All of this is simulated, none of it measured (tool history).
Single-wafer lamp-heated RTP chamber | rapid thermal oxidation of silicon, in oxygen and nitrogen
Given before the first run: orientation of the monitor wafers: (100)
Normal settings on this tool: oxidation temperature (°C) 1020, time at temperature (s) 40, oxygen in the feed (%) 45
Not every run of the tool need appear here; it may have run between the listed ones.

run   hour  oxidation temperature (°C)  time at temperature (s)  oxygen in the feed (%)  wafers since the last listed run  wafers since the last pyrometer calibration  hours since the oxygen flow controller was replaced  hours since the gauge calibration  read-back reference wafer on the same gauge, thickness  oxide thickness on the monitor wafer (Å)
  1      0                        1020                       40                      45                                 0                                         1733                                               1986.1                               59.7                                                   4.482                                     44.64
      14.6  -- pyrometer window cleaned and pyrometer calibrated
  2   15.5                        1020                       40                      45                                95                                           10                                               2001.6                               75.2                                                   4.477                                      42.6
  3   49.5                         999                       40                      45                               432                                          443                                               2035.6                              109.2                                                   4.479                                     38.37
  4   62.8                         999                       40                      45                               169                                          613                                               2048.9                              122.5                                                   4.487                                     38.42
  5   95.1                         999                       40                      45                               411                                         1024                                               2081.2                              154.8                                                   4.482                                     38.69
  6  114.8                        1020                       40                      45                               250                                         1275                                               2100.9                              174.5                                                   4.476                                     44.69
     164.4  -- pyrometer window cleaned and pyrometer calibrated
  7  200.6                        1020                       40                      45                               990                                          461                                               2186.7                              260.3                                                   4.481                                     44.07
  8  213.2                        1020                       40                      45                               160                                          621                                               2199.3                              272.9                                                   4.479                                      43.9
  9  247.2                        1020                       35                      30                               432                                         1054                                               2233.3                              306.9                                                   4.474                                     36.85
 10  259.4                        1020                       35                      30                               155                                         1209                                               2245.5                              319.1                                                   4.481                                     37.29
 11  273.9                        1020                       35                      30                               184                                         1394                                                 2260                              333.6                                                   4.487                                     37.25
 12    294                        1020                       40                      52                               255                                         1650                                               2280.1                              353.7                                                   4.478                                     46.91
     322.1  -- oxygen flow controller replaced
 13  322.6                        1020                       40                      52                               262                                         1912                                                  0.5                              382.3                                                   4.476                                     46.53
     337.1  -- pyrometer window cleaned and pyrometer calibrated
 14  337.6                        1020                       40                      52                                89                                            6                                                 15.5                              397.3                                                   4.478                                      44.7
 15  359.3                        1020                       40                      45                               276                                          282                                                 37.2                                419                                                   4.481                                     43.31
 16  381.9                        1020                       40                      45                               287                                          570                                                 59.8                              441.6                                                   4.479                                     44.38
 17  408.9                        1020                       40                      45                               343                                          914                                                 86.8                              468.6                                                   4.482                                      44.5
 18  435.9                        1035                       40                      45                               343                                         1258                                                113.8                              495.6                                                   4.478                                     49.31
 19  456.7                        1020                       40                      52                               264                                         1523                                                134.6                              516.4                                                   4.481                                     46.89
 20  472.7                         999                       40                      45                               203                                         1726                                                150.6                              532.4                                                   4.484                                     39.06
 21  499.8                        1012                       58                      63                               345                                         2071                                                177.7                              559.5                                                   4.482                                     55.88
       509  -- pyrometer window cleaned and pyrometer calibrated
 22  520.2                        1020                       40                      37                               157                                          143                                                198.1                              579.9                                                   4.481                                     41.04
 23  534.5                        1020                       54                      72                               182                                          325                                                212.4                              594.2                                                   4.476                                     58.16
     545.9  -- gauge calibrated
 24  558.1                        1020                       47                      53                               300                                          625                                                  236                               12.2                                                   4.482                                     50.03
 25  571.5                        1009                       58                      45                               170                                          796                                                249.4                               25.6                                                   4.479                                     47.57

The next listed run, before its measurement:
 26  595.1                        1020                       40                      45                               300                                         1096                                                  273                               49.2                                                       ?                                         ?

Run 26 measured read-back reference wafer on the same gauge, thickness 4.475, oxide thickness on the monitor wafer (Å) 44.53.
With the hidden condition absent and the run-to-run variation left alone, this run would have shown oxide thickness on the monitor wafer (Å) 42.68.
